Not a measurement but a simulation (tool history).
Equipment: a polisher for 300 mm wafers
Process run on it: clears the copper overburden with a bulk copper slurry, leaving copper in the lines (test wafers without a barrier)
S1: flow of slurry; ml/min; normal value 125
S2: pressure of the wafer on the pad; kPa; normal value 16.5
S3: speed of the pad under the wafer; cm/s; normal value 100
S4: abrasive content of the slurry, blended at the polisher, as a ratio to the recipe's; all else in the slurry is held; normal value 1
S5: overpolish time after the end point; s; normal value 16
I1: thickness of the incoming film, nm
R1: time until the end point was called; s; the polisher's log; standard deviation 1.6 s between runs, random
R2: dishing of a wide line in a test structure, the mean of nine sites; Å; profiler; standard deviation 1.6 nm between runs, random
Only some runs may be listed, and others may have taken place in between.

run    hour   S1    S2   S3    S4  S5     I1     R1    R2
  1       0  125  16.5  100     1  16  792.5  106.6   688
  2   228.1  125  16.5  100     1  16  792.1  106.7   702
  3     265  125  16.5  100     1  16  790.1  112.3   642
      277.3  -- head pressure recalibrated
  4   328.1  125  16.5  100     1  16    782  108.9   655
      346.5  -- slurry nozzle cleaned
      371.8  -- slurry blender recalibrated
      384.8  -- worn pad replaced by a new one
  5     409  125  16.5  100     1  16  784.1   99.8   667
  6   586.1  125  16.5  100     1  16  791.6  105.7   663
  7   627.3  150  16.5  100     1  16  786.1  103.4   724
  8   708.6  150  16.5  100     1  16  785.4  103.5   682
      758.8  -- head pressure recalibrated
  9   801.1  150  16.5  100     1  16  790.7  109.8   642
      850.9  -- slurry nozzle cleaned
      896.9  -- slurry blender recalibrated
 10   901.2  125  16.5  100     1  16  789.8    102   677
      930.6  -- worn pad replaced by a new one
 11  1003.3  125  16.5  100     1  16    787    103   684
 12  1066.8  125  16.5  100     1  16  789.1  104.9   663
     1289.9  -- head pressure recalibrated
     1340.6  -- slurry blender recalibrated
       1343  -- slurry nozzle cleaned
 13  1358.1  125  16.5  100     1  16  789.6  105.4   683
 14  1400.5  125  16.5  100     1  16  783.2  103.5   698
 15  1445.3  145  21.4  136   0.8  16  791.6   62.9  1034
     1489.4  -- worn pad replaced by a new one
 16  1515.9  125  16.5   84     1  16  791.4  123.9   583
 17  1588.9  145  17.9  126   1.3  16  786.7   70.9   882
 18  1654.2  125  11.7  100     1  16  790.8  156.5   504
 19  1737.6  125  16.5  100     1  16  782.9  112.7   670
     1785.9  -- slurry blender recalibrated
     1790.9  -- slurry nozzle cleaned
 20  1801.4  150  16.5  124     1  16  796.2   83.1   813
 21  1869.8  170  16.5  100     1  16  776.3   98.9   739
       1886  -- head pressure recalibrated
 22  1961.8  125  20.7  134   1.3  20    788   58.3  1144
     2000.5  -- worn pad replaced by a new one
 23  2001.6  125  16.5   76  0.85  16  792.2  148.4   527
 24  2044.6  125  15.2  112  1.15  16  793.2     97   715
 25  2151.5  145  17.9  126   1.3  16  786.3     73   874
 26  2237.9  125  16.5   70  0.75  16    786  174.5   468
     2272.2  -- slurry blender recalibrated
     2283.4  -- slurry nozzle cleaned
 27  2306.8  125  16.5   70  0.75  16  793.8  162.8   479
 28  2370.7  125  16.5  100     1  16  782.1    103   660
     2456.6  -- head pressure recalibrated
 29  2470.6  125  16.5  120  1.15  16  800.5   87.5   801

Same runs, no hidden state in the tool, same run-to-run variation:
Hidden state at play: removal rate lost through wear of the pad, %; slurry flow missing at the pad, %; deviation of the head's pressure from its setpoint, %; abrasive missing from the slurry, %.
run     R1    R2
  1  105.8   692
  2  101.9   725
  3  106.1   669
  4  100.4   695
  5   99.7   668
  6  103.8   671
  7  100.7   738
  8   98.7   706
  9  101.2   681
 10  101.8   677
 11  102.4   686
 12  103.6   669
 13  104.5   687
 14  102.6   702
 15   62.2  1041
 16  121.4   592
 17   68.6   901
 18    149   524
 19  104.3   709
 20   82.8   815
 21   98.2   743
 22   57.3  1153
 23  145.1   537
 24     94   731
 25   68.5   910
 26  158.8   505
 27  161.4   482
 28  101.7   665
 29   85.4   814
